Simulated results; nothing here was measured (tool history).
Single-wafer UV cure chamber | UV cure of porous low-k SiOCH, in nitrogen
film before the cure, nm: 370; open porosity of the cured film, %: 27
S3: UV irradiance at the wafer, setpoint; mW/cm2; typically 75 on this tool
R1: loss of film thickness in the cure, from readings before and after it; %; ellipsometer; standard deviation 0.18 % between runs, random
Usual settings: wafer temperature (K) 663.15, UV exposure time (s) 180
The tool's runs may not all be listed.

{"run": 1, "day": 0.0, "wafer temperature (K)": 672.15, "UV exposure time (s)": 250, "S3": 75, "R1": 12.829}
{"run": 2, "day": 0.567, "wafer temperature (K)": 672.15, "UV exposure time (s)": 250, "S3": 75, "R1": 12.845}
{"run": 3, "day": 1.888, "wafer temperature (K)": 663.15, "UV exposure time (s)": 110, "S3": 93, "R1": 9.352}
{"run": 4, "day": 3.362, "wafer temperature (K)": 663.15, "UV exposure time (s)": 180, "S3": 75, "R1": 10.807}
{"run": 5, "day": 4.579, "wafer temperature (K)": 663.15, "UV exposure time (s)": 180, "S3": 75, "R1": 10.708}
{"run": 6, "day": 5.658, "wafer temperature (K)": 663.15, "UV exposure time (s)": 180, "S3": 75, "R1": 10.998}
{"run": 7, "day": 6.812, "wafer temperature (K)": 663.15, "UV exposure time (s)": 180, "S3": 75, "R1": 10.518}
{"run": 8, "day": 8.233, "wafer temperature (K)": 663.15, "UV exposure time (s)": 180, "S3": 75, "R1": 10.438}
{"run": 9, "day": 9.4, "wafer temperature (K)": 663.15, "UV exposure time (s)": 120, "S3": 75, "R1": 8.883}
{"run": 10, "day": 9.95, "wafer temperature (K)": 663.15, "UV exposure time (s)": 180, "S3": 75, "R1": 10.806}
{"day": 11.417, "done": "UV bulbs replaced"}
{"run": 11, "day": 11.438, "wafer temperature (K)": 663.15, "UV exposure time (s)": 180, "S3": 75, "R1": 10.521}
{"run": 12, "day": 12.6, "wafer temperature (K)": 679.15, "UV exposure time (s)": 180, "S3": 56, "R1": 9.663}
{"day": 13.767, "done": "quartz window cleaned"}
{"run": 13, "day": 13.954, "wafer temperature (K)": 663.15, "UV exposure time (s)": 180, "S3": 75, "R1": 10.754}
{"run": 14, "day": 14.658, "wafer temperature (K)": 650.15, "UV exposure time (s)": 180, "S3": 63, "R1": 9.528}
{"run": 15, "day": 15.479, "wafer temperature (K)": 663.15, "UV exposure time (s)": 180, "S3": 91, "R1": 11.811}
{"run": 16, "day": 16.604, "wafer temperature (K)": 671.15, "UV exposure time (s)": 180, "S3": 40, "R1": 7.8}
{"run": 17, "day": 17.104, "wafer temperature (K)": 668.15, "UV exposure time (s)": 130, "S3": 55, "R1": 7.86}
{"run": 18, "day": 18.246, "wafer temperature (K)": 663.15, "UV exposure time (s)": 180, "S3": 75, "R1": 11.029}
{"run": 19, "day": 19.608, "wafer temperature (K)": 663.15, "UV exposure time (s)": 180, "S3": 75, "R1": 10.934}

What will run 20 give?
{"run": 20, "day": 20.971, "wafer temperature (K)": 676.15, "UV exposure time (s)": 180, "S3": 75, "R1": "?"}

{"run 20": {"R1": 11.262}}
Were there no unlogged condition in the tool, this run, its random variation unchanged, would have produced R1 11.262 %.

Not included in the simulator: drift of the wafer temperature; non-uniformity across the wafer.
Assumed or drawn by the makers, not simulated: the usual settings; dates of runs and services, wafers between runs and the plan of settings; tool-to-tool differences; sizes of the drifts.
